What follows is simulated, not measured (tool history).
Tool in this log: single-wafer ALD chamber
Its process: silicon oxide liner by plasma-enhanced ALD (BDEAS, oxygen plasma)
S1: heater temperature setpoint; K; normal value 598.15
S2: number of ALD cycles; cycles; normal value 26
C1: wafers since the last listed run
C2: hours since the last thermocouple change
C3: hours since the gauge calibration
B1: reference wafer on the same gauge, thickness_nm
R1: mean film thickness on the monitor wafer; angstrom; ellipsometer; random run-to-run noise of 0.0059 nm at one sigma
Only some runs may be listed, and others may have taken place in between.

run 1 hour=0 | S1=598.15 S2=26 | C1=0 C2=1111.2 C3=66.9 | B1=2.44 | R1=23.39
run 2 hour=16 | S1=598.15 S2=26 | C1=187 C2=1127.2 C3=82.9 | B1=2.44 | R1=23.41
run 3 hour=26.7 | S1=598.15 S2=26 | C1=125 C2=1137.9 C3=93.6 | B1=2.438 | R1=23.46
run 4 hour=38.2 | S1=607.15 S2=28 | C1=134 C2=1149.4 C3=105.1 | B1=2.438 | R1=25
run 5 hour=52.8 | S1=607.15 S2=28 | C1=171 C2=1164 C3=119.7 | B1=2.44 | R1=24.93
run 6 hour=70.1 | S1=598.15 S2=26 | C1=202 C2=1181.3 C3=137 | B1=2.439 | R1=23.33
run 7 hour=81.2 | S1=598.15 S2=26 | C1=130 C2=1192.4 C3=148.1 | B1=2.438 | R1=23.48
run 8 hour=91.2 | S1=598.15 S2=26 | C1=117 C2=1202.4 C3=158.1 | B1=2.441 | R1=23.37
run 9 hour=98 | S1=592.15 S2=27 | C1=79 C2=1209.2 C3=164.9 | B1=2.44 | R1=24.57
run 10 hour=110.1 | S1=592.15 S2=27 | C1=141 C2=1221.3 C3=177 | B1=2.44 | R1=24.51
run 11 hour=119.8 | S1=598.15 S2=26 | C1=113 C2=1231 C3=186.7 | B1=2.44 | R1=23.36
run 12 hour=131 | S1=598.15 S2=26 | C1=131 C2=1242.2 C3=197.9 | B1=2.438 | R1=23.37
run 13 hour=142.1 | S1=598.15 S2=26 | C1=130 C2=1253.3 C3=209 | B1=2.442 | R1=23.46
run 14 hour=159 | S1=594.15 S2=26 | C1=198 C2=1270.2 C3=225.9 | B1=2.44 | R1=23.52
run 15 hour=172.3 | S1=598.15 S2=26 | C1=155 C2=1283.5 C3=239.2 | B1=2.441 | R1=23.41
run 16 hour=181.7 | S1=598.15 S2=26 | C1=110 C2=1292.9 C3=248.6 | B1=2.439 | R1=23.41
run 17 hour=189.6 | S1=598.15 S2=26 | C1=92 C2=1300.8 C3=256.5 | B1=2.439 | R1=23.46
run 18 hour=204.7 | S1=598.15 S2=26 | C1=177 C2=1315.9 C3=271.6 | B1=2.439 | R1=23.35
run 19 hour=219.2 | S1=598.15 S2=26 | C1=170 C2=1330.4 C3=286.1 | B1=2.439 | R1=23.52
run 20 hour=232.1 | S1=598.15 S2=26 | C1=151 C2=1343.3 C3=299 | B1=2.439 | R1=23.34
run 21 hour=245.5 | S1=612.15 S2=30 | C1=157 C2=1356.7 C3=312.4 | B1=2.44 | R1=26.4
run 22 hour=255.9 | S1=609.15 S2=22 | C1=121 C2=1367.1 C3=322.8 | B1=2.443 | R1=19.54
-- hour=276.2 thermocouple changed; heater temperature recalibrated
run 23 hour=276.7 | S1=587.15 S2=26 | C1=150 C2=0.5 C3=343.6 | B1=2.439 | R1=23.83
run 24 hour=290.1 | S1=591.15 S2=28 | C1=157 C2=13.9 C3=357 | B1=2.442 | R1=25.46
run 25 hour=304.1 | S1=586.15 S2=24 | C1=164 C2=27.9 C3=371 | B1=2.438 | R1=21.98
-- hour=307.2 gauge calibrated
run 26 hour=311.8 | S1=594.15 S2=21 | C1=90 C2=35.6 C3=4.6 | B1=2.441 | R1=19.06
run 27 hour=323.2 | S1=591.15 S2=29 | C1=133 C2=47 C3=16 | B1=2.439 | R1=26.26
run 28 hour=339.2 | S1=598.15 S2=26 | C1=187 C2=63 C3=32 | B1=2.439 | R1=23.36
run 29 hour=350.5 | S1=598.15 S2=26 | C1=132 C2=74.3 C3=43.3 | B1=2.441 | R1=23.39
run 30 hour=360.6 | S1=608.15 S2=24 | C1=118 C2=84.4 C3=53.4 | B1=2.439 | R1=21.37
run 31 hour=373 | S1=598.15 S2=26 | C1=145 C2=96.8 C3=65.8 | B1=2.441 | R1=23.47
run 32 hour=382.4 | S1=598.15 S2=23 | C1=110 C2=106.2 C3=75.2 | B1=2.441 | R1=20.7
run 33 hour=399.2 | S1=609.15 S2=23 | C1=197 C2=123 C3=92 | B1=2.441 | R1=20.36
run 34 hour=407.6 | S1=584.15 S2=22 | C1=98 C2=131.4 C3=100.4 | B1=2.441 | R1=20.2
run 35 hour=415.7 | S1=611.15 S2=23 | C1=95 C2=139.5 C3=108.5 | B1=2.443 | R1=20.28
run 36 hour=425 | S1=598.15 S2=26 | C1=109 C2=148.8 C3=117.8 | B1=2.44 | R1=23.38
run 37 hour=435.9 | S1=590.15 S2=25 | C1=127 C2=159.7 C3=128.7 | B1=2.443 | R1=22.76
run 38 hour=444.9 | S1=587.15 S2=28 | C1=105 C2=168.7 C3=137.7 | B1=2.442 | R1=25.59
run 39 hour=454.3 | S1=587.15 S2=21 | C1=110 C2=178.1 C3=147.1 | B1=2.44 | R1=19.15
run 40 hour=468 | S1=609.15 S2=29 | C1=160 C2=191.8 C3=160.8 | B1=2.438 | R1=25.61

What the log doesn't show, run by run:
wafer temperature above the value expected at the setpoint (K): 0 at every run
gauge reads high (%): 0 at every run
